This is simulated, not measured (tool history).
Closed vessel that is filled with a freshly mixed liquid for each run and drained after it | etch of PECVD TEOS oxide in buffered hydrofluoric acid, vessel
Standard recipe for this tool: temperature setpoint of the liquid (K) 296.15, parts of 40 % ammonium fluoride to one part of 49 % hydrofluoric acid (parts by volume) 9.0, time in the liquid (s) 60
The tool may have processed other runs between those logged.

run,day,temperature setpoint of the liquid (K),parts of 40 % ammonium fluoride to one part of 49 % hydrofluoric acid (parts by volume),time in the liquid (s),"read-back film thickness of the PECVD TEOS oxide reference wafer, read on the same gauge (nm)",thickness taken off the PECVD TEOS oxide on a monitor wafer (angstrom)
1,0.000,296.15,9.0,60,80.02,1594.7
2,2.904,294.65,9.0,60,79.99,1460.4
3,4.138,294.65,9.0,60,80.01,1475.0
4,6.050,296.15,9.5,60,80.00,1502.9
5,8.012,296.15,9.5,60,79.99,1502.2
6,10.342,296.15,11.0,70,80.06,1505.9
7,12.567,296.15,7.0,60,79.98,1928.5
8,15.150,296.15,7.0,60,79.95,1965.8
# day 16.650: hydrofluoric acid flow meter replaced
9,17.729,296.15,7.0,60,80.04,2283.4
10,19.721,296.15,7.5,60,80.03,2114.5
11,21.862,296.15,7.5,60,79.99,2161.0
# day 24.838: thermometer replaced
12,24.854,301.15,9.0,60,80.02,2123.0
13,26.842,300.65,9.0,60,79.96,2050.6
14,29.775,296.15,9.0,60,80.07,1613.8
15,32.571,298.65,11.5,85,79.99,2107.4
16,34.033,296.15,11.5,60,80.05,1296.5
17,35.862,301.15,6.0,70,79.97,3653.3
18,38.229,296.15,7.0,75,80.02,2604.8
19,39.758,293.15,6.0,80,79.97,2692.9
20,42.588,296.15,9.0,60,80.06,1612.2
# day 44.912: gauge calibrated
21,45.388,294.15,6.5,85,79.98,2863.3
22,47.958,296.15,9.0,60,80.03,1641.7
23,50.738,296.15,9.0,75,80.03,1997.7
24,54.583,299.65,11.0,35,80.01,959.4
25,56.567,296.15,9.0,75,79.99,2000.0
26,58.488,292.15,9.0,60,80.01,1293.6
27,60.438,293.65,10.5,85,80.00,1730.5
28,62.788,292.15,10.5,75,79.99,1427.7
29,64.317,296.15,9.0,70,80.00,1910.9
30,66.312,296.15,9.0,60,80.01,1630.1
31,68.821,298.65,9.0,60,80.04,1867.9
32,71.738,296.15,11.0,60,80.00,1328.7
33,76.688,299.15,9.0,60,80.01,1897.3

Difference, measured minus no-hidden-state, one row per run. Run-to-run variation is common to both terms; the gauge's own scatter need not be:
The tool's hidden condition here consists of: liquid hotter than its thermometer reads (K); hydrofluoric acid flow below the setpoint (%); gauge reads high (%).
run,thickness taken off the PECVD TEOS oxide on a monitor wafer (angstrom)
1,-36.7
2,-35.5
3,-37.5
4,-70.9
5,-72.9
6,-104.2
7,-168.8
8,-177.3
9,+152.3
10,+137.6
11,+137.3
12,-18.0
13,-17.1
14,-12.8
15,-42.0
16,-26.5
17,-65.6
18,-71.1
19,-49.3
20,-13.2
21,-60.8
22,-13.8
23,-17.2
24,-32.6
25,-17.7
26,-10.0
27,-62.7
28,-53.8
29,-17.3
30,-14.8
31,-18.5
32,-60.0
33,-23.5
